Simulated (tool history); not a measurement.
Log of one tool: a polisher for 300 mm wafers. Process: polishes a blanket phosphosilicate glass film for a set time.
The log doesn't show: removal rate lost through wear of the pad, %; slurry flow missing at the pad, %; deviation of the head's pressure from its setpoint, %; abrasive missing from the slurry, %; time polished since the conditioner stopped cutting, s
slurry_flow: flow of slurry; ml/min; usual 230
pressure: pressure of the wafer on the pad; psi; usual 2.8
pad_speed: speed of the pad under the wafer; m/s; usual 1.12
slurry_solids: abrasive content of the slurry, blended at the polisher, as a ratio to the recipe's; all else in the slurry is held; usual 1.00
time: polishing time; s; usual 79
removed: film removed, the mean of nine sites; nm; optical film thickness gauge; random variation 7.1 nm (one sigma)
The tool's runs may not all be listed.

run,hour,slurry_flow,pressure,pad_speed,slurry_solids,time,wafers since the last listed run,wafers polished on this pad,hours since the slurry nozzle was cleaned,hours since the head pressure was calibrated,hours since the slurry blender was calibrated,hours since the conditioning disc was replaced,"incoming thickness of the incoming film, nm",removed
1,0.0,290,2.8,1.12,1.00,79,0,526,268.4,920.7,448.1,212.8,2168.0,691.4
2,26.1,290,2.8,1.12,1.00,79,256,782,294.5,946.8,474.2,238.9,2232.1,700.1
# hour 75.1: slurry blender recalibrated
3,90.0,290,2.8,1.12,1.00,79,608,1391,358.4,1010.7,14.9,302.8,2201.4,694.5
# hour 121.5: worn pad replaced by a new one
4,149.7,230,3.2,1.12,0.80,79,547,277,418.1,1070.4,74.6,362.5,2164.2,675.9
5,196.3,230,2.8,1.12,1.00,79,457,734,464.7,1117.0,121.2,409.1,2154.4,667.9
6,245.8,230,2.2,1.12,1.00,79,486,1221,514.2,1166.5,170.7,458.6,2196.3,561.7
# hour 275.9: head pressure recalibrated
# hour 276.8: worn pad replaced by a new one
7,287.9,230,2.8,1.12,1.00,79,384,108,556.3,12.0,212.8,500.7,2153.7,675.6
8,323.7,280,2.8,1.12,1.00,79,351,460,592.1,47.8,248.6,536.5,2165.0,682.1
9,373.3,230,2.8,1.12,1.00,79,487,948,641.7,97.4,298.2,586.1,2161.8,662.5
# hour 383.5: conditioning disc replaced and pad reconditioned
10,410.1,230,2.8,1.12,1.00,79,341,1290,678.5,134.2,335.0,26.6,2219.4,663.1
11,454.6,230,2.8,1.12,1.00,79,437,1727,723.0,178.7,379.5,71.1,2177.8,671.4
# hour 466.8: slurry nozzle cleaned
# hour 475.4: worn pad replaced by a new one
12,526.2,230,2.8,1.36,1.00,79,654,499,59.4,250.3,451.1,142.7,2187.2,826.7
13,555.5,160,3.3,1.12,0.90,106,287,787,88.7,279.6,480.4,172.0,2198.5,968.8
14,594.3,230,3.2,0.88,1.00,79,381,1168,127.5,318.4,519.2,210.8,2172.3,621.7
# hour 597.6: slurry blender recalibrated
15,635.6,230,2.8,1.12,1.00,66,386,1554,168.8,359.7,38.0,252.1,2204.2,578.9
# hour 676.8: worn pad replaced by a new one
16,699.2,290,2.8,1.24,1.00,79,585,219,232.4,423.3,101.6,315.7,2201.0,767.6
17,725.5,230,2.8,1.12,1.00,79,258,478,258.7,449.6,127.9,342.0,2194.1,670.9
18,754.0,160,3.3,1.12,0.90,106,280,758,287.2,478.1,156.4,370.5,2178.4,931.0
19,780.4,230,2.8,0.90,1.00,62,259,1017,313.6,504.5,182.8,396.9,2200.2,453.9
20,805.1,265,2.4,1.48,1.00,79,242,1260,338.3,529.2,207.5,421.6,2206.6,773.7
21,848.6,230,3.5,1.12,1.00,59,427,1687,381.8,572.7,251.0,465.1,2174.5,601.4
# hour 865.6: worn pad replaced by a new one
22,885.8,230,2.8,1.12,1.00,79,326,198,419.0,609.9,288.2,502.3,2201.1,670.7
23,910.7,275,2.8,1.12,0.85,79,244,443,443.9,634.8,313.1,527.2,2158.5,650.4

Forecast each of these 5 alternatives for the next run:
A,911.1,230,2.8,1.12,1.00,79,3,447,444.3,635.2,313.5,527.6,2193.5,?
B,911.1,290,2.8,1.12,1.00,63,3,447,444.3,635.2,313.5,527.6,2193.5,?
C,911.1,230,2.8,1.12,0.90,89,3,447,444.3,635.2,313.5,527.6,2193.5,?
D,911.1,230,2.8,1.12,1.10,79,3,447,444.3,635.2,313.5,527.6,2193.5,?
E,911.1,230,2.8,0.86,1.00,79,3,447,444.3,635.2,313.5,527.6,2193.5,?

run,removed
A,673.4
B,552.6
C,728.6
D,697.7
E,545.1
Without the tool's hidden state the same runs would have given:
run,removed
A,707.6
B,575.9
C,765.6
D,733.2
E,572.8
